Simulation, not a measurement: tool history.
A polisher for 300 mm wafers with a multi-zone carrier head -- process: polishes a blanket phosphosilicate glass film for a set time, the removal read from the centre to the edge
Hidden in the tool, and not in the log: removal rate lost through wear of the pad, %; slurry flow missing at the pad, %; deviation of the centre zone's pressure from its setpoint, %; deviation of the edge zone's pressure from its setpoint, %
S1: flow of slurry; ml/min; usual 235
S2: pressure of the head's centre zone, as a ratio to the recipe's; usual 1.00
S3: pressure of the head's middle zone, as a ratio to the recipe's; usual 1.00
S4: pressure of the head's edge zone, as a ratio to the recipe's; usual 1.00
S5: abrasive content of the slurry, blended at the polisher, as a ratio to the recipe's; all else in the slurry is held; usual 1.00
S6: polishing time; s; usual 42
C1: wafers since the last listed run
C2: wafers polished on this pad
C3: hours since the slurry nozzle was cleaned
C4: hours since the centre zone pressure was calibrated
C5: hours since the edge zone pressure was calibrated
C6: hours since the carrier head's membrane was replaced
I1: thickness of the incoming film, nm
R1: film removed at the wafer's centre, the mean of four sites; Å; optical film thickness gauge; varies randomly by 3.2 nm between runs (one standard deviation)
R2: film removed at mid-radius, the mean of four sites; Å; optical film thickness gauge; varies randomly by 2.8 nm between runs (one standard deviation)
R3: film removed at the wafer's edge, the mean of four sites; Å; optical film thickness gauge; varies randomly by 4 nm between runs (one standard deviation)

Run 1, day 0.000: usual settings but S1 290 ml/min, S5 0.85; C1 0; C2 134; C3 912.4; C4 246.7; C5 600.1; C6 823.3; I1 2877.8. Result: R1 3241 Å, R2 3322 Å, R3 3179 Å.
Run 2, day 0.775: usual settings but S1 290 ml/min, S5 0.85; C1 176; C2 310; C3 931.0; C4 265.3; C5 618.7; C6 841.9; I1 2896.9. Result: R1 3200 Å, R2 3172 Å, R3 3094 Å.
Run 3, day 1.588: usual settings but S2 1.04; C1 184; C2 495; C3 950.5; C4 284.8; C5 638.2; C6 861.4; I1 2835.3. Result: R1 3362 Å, R2 3306 Å, R3 3197 Å.
Run 4, day 2.100: usual settings but S2 1.04; C1 116; C2 611; C3 962.8; C4 297.1; C5 650.5; C6 873.7; I1 2888.4. Result: R1 3437 Å, R2 3273 Å, R3 3222 Å.
Run 5, day 2.646: usual settings but S2 1.04; C1 124; C2 736; C3 975.9; C4 310.2; C5 663.6; C6 886.8; I1 2830.3. Result: R1 3302 Å, R2 3305 Å, R3 3244 Å.
At day 3.217: worn pad replaced by a new one.
At day 3.950: slurry nozzle cleaned.
Run 6, day 4.121: usual settings but S5 0.80; C1 288; C2 196; C3 4.1; C4 345.6; C5 699.0; C6 922.2; I1 2859.6. Result: R1 3069 Å, R2 3082 Å, R3 3029 Å.
At day 4.742: edge zone pressure recalibrated.
Run 7, day 5.379: usual settings but S5 0.80; C1 267; C2 463; C3 34.3; C4 375.8; C5 15.3; C6 952.4; I1 2908.1. Result: R1 3048 Å, R2 3000 Å, R3 2949 Å.
At day 6.279: worn pad replaced by a new one.
At day 6.350: carrier head's membrane replaced by a new one.
Run 8, day 6.371: usual settings but S5 0.80; C1 172; C2 4; C3 58.1; C4 399.6; C5 39.1; C6 0.5; I1 2844.6. Result: R1 3206 Å, R2 3157 Å, R3 3093 Å.
Run 9, day 6.962: usual settings but S4 1.08, S6 37 s; C1 134; C2 139; C3 72.3; C4 413.8; C5 53.3; C6 14.7; I1 2924.1. Result: R1 2950 Å, R2 3000 Å, R3 2995 Å.
Run 10, day 7.733: usual settings but S2 1.04; C1 175; C2 314; C3 90.8; C4 432.3; C5 71.8; C6 33.2; I1 2891.4. Result: R1 3429 Å, R2 3316 Å, R3 3161 Å.
At day 8.033: centre zone pressure recalibrated.
Run 11, day 8.667: usual settings but S4 0.95, S5 0.70, S6 47 s; C1 193; C2 508; C3 113.2; C4 15.2; C5 94.2; C6 55.6; I1 2853.0. Result: R1 3199 Å, R2 3211 Å, R3 3065 Å.
Run 12, day 9.304: usual settings but S2 1.04; C1 144; C2 653; C3 128.5; C4 30.5; C5 109.5; C6 70.9; I1 2892.5. Result: R1 3326 Å, R2 3215 Å, R3 3204 Å.
At day 9.996: worn pad replaced by a new one.
Run 13, day 10.029: usual settings but S6 29 s; C1 126; C2 7; C3 145.9; C4 47.9; C5 126.9; C6 88.3; I1 2830.0. Result: R1 2324 Å, R2 2402 Å, R3 2330 Å.
Run 14, day 10.579: usual settings; C1 125; C2 132; C3 159.1; C4 61.1; C5 140.1; C6 101.5; I1 2854.0. Result: R1 3318 Å, R2 3357 Å, R3 3274 Å.
Run 15, day 11.917: usual settings but S4 0.91; C1 304; C2 436; C3 191.2; C4 93.2; C5 172.2; C6 133.6; I1 2887.1. Result: R1 3199 Å, R2 3293 Å, R3 3064 Å.
Run 16, day 12.504: usual settings but S2 1.08, S3 1.05, S4 1.04, S6 33 s; C1 133; C2 570; C3 205.3; C4 107.3; C5 186.3; C6 147.7; I1 2822.5. Result: R1 2766 Å, R2 2668 Å, R3 2541 Å.

Consider 5 possible next runs. They are alternatives, not a sequence: every one starts from the tool as it was left by run 16. What does each give?
Run A, day 12.521: usual settings but S5 1.25; C1 3; C2 573; C3 205.7; C4 107.7; C5 186.7; C6 148.1; I1 2848.4. Result: R1 ?, R2 ?, R3 ?.
Run B, day 12.521: usual settings but S6 27 s; C1 3; C2 573; C3 205.7; C4 107.7; C5 186.7; C6 148.1; I1 2848.4. Result: R1 ?, R2 ?, R3 ?.
Run C, day 12.521: usual settings but S2 1.04, S6 52 s; C1 3; C2 573; C3 205.7; C4 107.7; C5 186.7; C6 148.1; I1 2848.4. Result: R1 ?, R2 ?, R3 ?.
Run D, day 12.521: usual settings but S3 0.94, S6 33 s; C1 3; C2 573; C3 205.7; C4 107.7; C5 186.7; C6 148.1; I1 2848.4. Result: R1 ?, R2 ?, R3 ?.
Run E, day 12.521: usual settings but S1 195 ml/min, S2 1.05, S6 49 s; C1 3; C2 573; C3 205.7; C4 107.7; C5 186.7; C6 148.1; I1 2848.4. Result: R1 ?, R2 ?, R3 ?.

run    R1    R2    R3
  A  3481  3507  3451
  B  2072  2087  2055
  C  4151  4019  3957
  D  2531  2429  2513
  E  3827  3682  3651
Had the tool no hidden state, the same runs would have come out as:
run    R1    R2    R3
  A  3741  3769  3710
  B  2227  2244  2208
  C  4462  4320  4253
  D  2721  2611  2701
  E  4113  3957  3925

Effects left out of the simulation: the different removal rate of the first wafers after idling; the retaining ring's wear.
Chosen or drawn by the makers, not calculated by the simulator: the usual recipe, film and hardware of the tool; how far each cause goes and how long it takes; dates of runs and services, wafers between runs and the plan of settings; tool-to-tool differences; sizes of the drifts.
